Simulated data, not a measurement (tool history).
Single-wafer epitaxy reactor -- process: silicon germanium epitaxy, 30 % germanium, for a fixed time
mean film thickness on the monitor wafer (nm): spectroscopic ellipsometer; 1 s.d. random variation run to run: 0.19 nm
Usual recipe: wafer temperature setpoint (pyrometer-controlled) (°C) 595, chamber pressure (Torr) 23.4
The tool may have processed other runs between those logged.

run      day  wafer temperature setpoint (pyrometer-controlled) (°C)  chamber pressure (Torr)  read-back reference wafer on the same gauge, thickness_nm  mean film thickness on the monitor wafer (nm)
  1        0                                                     604                     23.4                                                     70.034                                         71.268
  2    2.825                                                     604                     23.4                                                     70.225                                         70.793
  3    6.229                                                     595                     23.4                                                     70.038                                         61.422
  4   10.383                                                     595                     23.4                                                     70.148                                         61.009
  5   11.908                                                     595                     26.3                                                     70.034                                         63.961
  6       16                                                     595                     26.3                                                     70.211                                         63.559
  7   19.196                                                     595                     26.3                                                     70.088                                         64.102
  8   22.808                                                     595                     23.4                                                     70.101                                         61.194
  9   24.875                                                     595                     23.4                                                     70.061                                         61.012
 10   28.708                                                     595                     23.4                                                     70.151                                          60.83
 11   33.117                                                     595                     23.4                                                     70.179                                         60.606
 12   36.012                                                     595                     23.4                                                     70.019                                          60.45
 13   40.467                                                     589                     23.4                                                     70.156                                         54.829
      41.429  -- pyrometer calibrated
 14   44.767                                                     589                     23.4                                                      70.09                                         57.593
 15   46.688                                                     595                     23.4                                                     70.217                                         63.377
 16   49.812                                                     595                     23.4                                                     70.157                                         63.451
      52.067  -- gauge calibrated
 17   52.846                                                     587                     19.9                                                     70.127                                         52.758
 18   56.925                                                     610                     26.6                                                     70.134                                         84.672
 19   59.767                                                     599                     21.4                                                     70.063                                         65.854
 20   62.033                                                     595                     23.4                                                     70.157                                         63.738
 21   66.446                                                     590                     23.4                                                     70.063                                         58.759
 22   70.862                                                     583                     27.3                                                     70.143                                         54.922
      71.746  -- capacitance manometer re-zeroed and calibrated
      72.421  -- showerhead replaced
 23   74.479                                                     603                     27.4                                                     70.142                                         74.233
 24   77.238                                                     599                       20                                                     70.076                                         62.347
 25    80.95                                                     595                     23.4                                                      70.04                                         61.628
 26   85.296                                                     595                     21.4                                                     70.173                                         59.939
 27   87.096                                                     588                     23.4                                                     69.998                                         54.625
 28   91.296                                                     589                       19                                                      70.04                                         51.915
 29   93.171                                                     600                     20.9                                                     70.102                                         63.726
 30   98.567                                                     595                     23.4                                                     69.956                                         61.203
 31  100.492                                                     608                     21.1                                                     70.133                                          72.93
 32  104.279                                                     580                     17.7                                                     70.002                                         43.158

3 ways to go on from here, each from the tool as it stands after run 32. What would each give?
  A  104.296                                                     595                     27.6                                                          ?                                              ?
  B  104.296                                                     609                     19.4                                                          ?                                              ?
  C  104.296                                                     606                     19.3                                                          ?                                              ?

run  read-back reference wafer on the same gauge, thickness_nm  mean film thickness on the monitor wafer (nm)
  A                                                     70.087                                         64.507
  B                                                     70.087                                         71.328
  C                                                     70.087                                         67.884
What these runs would have given with no unlogged condition in the tool:
run  mean film thickness on the monitor wafer (nm)
  A                                         65.424
  B                                         72.298
  C                                         68.817
